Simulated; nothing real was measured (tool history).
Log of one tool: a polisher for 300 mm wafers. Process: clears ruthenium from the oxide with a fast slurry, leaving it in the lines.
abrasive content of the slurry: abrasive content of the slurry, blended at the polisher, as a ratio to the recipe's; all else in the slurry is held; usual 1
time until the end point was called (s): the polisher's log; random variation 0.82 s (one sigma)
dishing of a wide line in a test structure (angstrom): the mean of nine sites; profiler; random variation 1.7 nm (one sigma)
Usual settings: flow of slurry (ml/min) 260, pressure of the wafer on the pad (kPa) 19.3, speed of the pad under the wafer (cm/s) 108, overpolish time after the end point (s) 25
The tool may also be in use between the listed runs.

run    hour  flow of slurry (ml/min)  pressure of the wafer on the pad (kPa)  speed of the pad under the wafer (cm/s)  abrasive content of the slurry  overpolish time after the end point (s)  incoming thickness of the incoming film, nm  time until the end point was called (s)  dishing of a wide line in a test structure (angstrom)
  1       0                      260                                    19.3                                      108                               1                                       25                                        252.3                                     56.2                                                    811
  2    36.2                      260                                    19.3                                      108                               1                                       25                                        248.4                                     54.6                                                    786
       58.5  -- worn pad replaced by a new one
  3    69.6                      260                                    19.3                                      108                               1                                       25                                        249.4                                     56.5                                                    815
  4   122.1                      310                                    17.2                                      108                               1                                       25                                        252.7                                     60.7                                                    730
      178.1  -- slurry blender recalibrated
  5   188.8                      310                                    17.2                                      108                               1                                       25                                        249.1                                     60.1                                                    741
  6     246                      310                                    17.2                                      108                               1                                       25                                        246.2                                     59.7                                                    743
      277.6  -- worn pad replaced by a new one
  7   396.6                      200                                    19.3                                      108                               1                                       25                                        255.5                                     59.3                                                    792
  8     424                      200                                    19.3                                      108                               1                                       25                                        245.8                                     57.8                                                    757
  9   452.5                      260                                    19.3                                      108                               1                                       25                                        252.4                                     54.6                                                    777
      488.4  -- slurry nozzle cleaned
 10   505.4                      260                                    19.3                                      108                             1.2                                       32                                        251.6                                     54.5                                                   1004
      518.2  -- slurry blender recalibrated
        526  -- worn pad replaced by a new one
 11   561.2                      260                                    19.3                                      108                             1.2                                       32                                        252.5                                     54.6                                                   1022
 12   590.7                      260                                    19.3                                      108                             1.2                                       32                                        251.8                                     54.2                                                   1017
      595.4  -- head pressure recalibrated
 13   632.1                      260                                    19.3                                      108                             1.1                                       25                                        250.6                                     54.3                                                    810
 14   689.5                      285                                    23.4                                      142                               1                                       32                                        246.5                                     36.1                                                   1310
 15   720.3                      345                                    19.3                                      108                               1                                       25                                        249.6                                     54.2                                                    800
 16   783.4                      260                                    19.3                                      108                               1                                       25                                        254.8                                     58.7                                                    820
      791.1  -- worn pad replaced by a new one
 17   830.9                      260                                    13.1                                       80                            0.75                                       25                                        250.3                                    108.6                                                    429
 18   877.4                      285                                    13.1                                      108                               1                                       32                                        249.8                                     76.8                                                    761
      922.6  -- slurry blender recalibrated
 19   940.8                      260                                    19.3                                      108                               1                                       25                                        251.4                                       56                                                    798
 20  1002.6                      340                                    14.5                                      108                             1.1                                       20                                        246.6                                     67.3                                                    556
     1024.9  -- worn pad replaced by a new one
     1046.7  -- slurry nozzle cleaned
 21  1052.1                      295                                    19.3                                      108                               1                                       25                                          248                                     53.7                                                    812
 22  1093.3                      260                                    19.3                                       82                               1                                       10                                          250                                     73.3                                                    282
 23  1125.1                      260                                    19.3                                      108                               1                                       25                                        254.9                                     57.1                                                    787
 24  1149.5                      260                                    19.3                                      108                               1                                       25                                        253.9                                     55.6                                                    793
 25    1179                      285                                    13.1                                      108                               1                                       32                                        249.3                                     76.4                                                    734
 26    1250                      260                                    19.3                                      124                               1                                       25                                        248.9                                     49.3                                                    886

Forecast each of these 4 alternatives for the next run:
  A  1250.5                      260                                    19.3                                      108                               1                                       14                                        246.3                                        ?                                                      ?
  B  1250.5                      260                                    19.3                                      118                               1                                       25                                        246.3                                        ?                                                      ?
  C  1250.5                      315                                    19.3                                      108                               1                                       25                                        246.3                                        ?                                                      ?
  D  1250.5                      260                                    16.5                                      108                               1                                       25                                        246.3                                        ?                                                      ?

run  time until the end point was called (s)  dishing of a wide line in a test structure (angstrom)
  A                                       56                                                    476
  B                                     51.3                                                    849
  C                                       55                                                    802
  D                                     63.7                                                    708
Without the tool's hidden state the same runs would have given:
run  time until the end point was called (s)  dishing of a wide line in a test structure (angstrom)
  A                                       56                                                    476
  B                                     51.3                                                    849
  C                                       55                                                    802
  D                                     63.7                                                    708
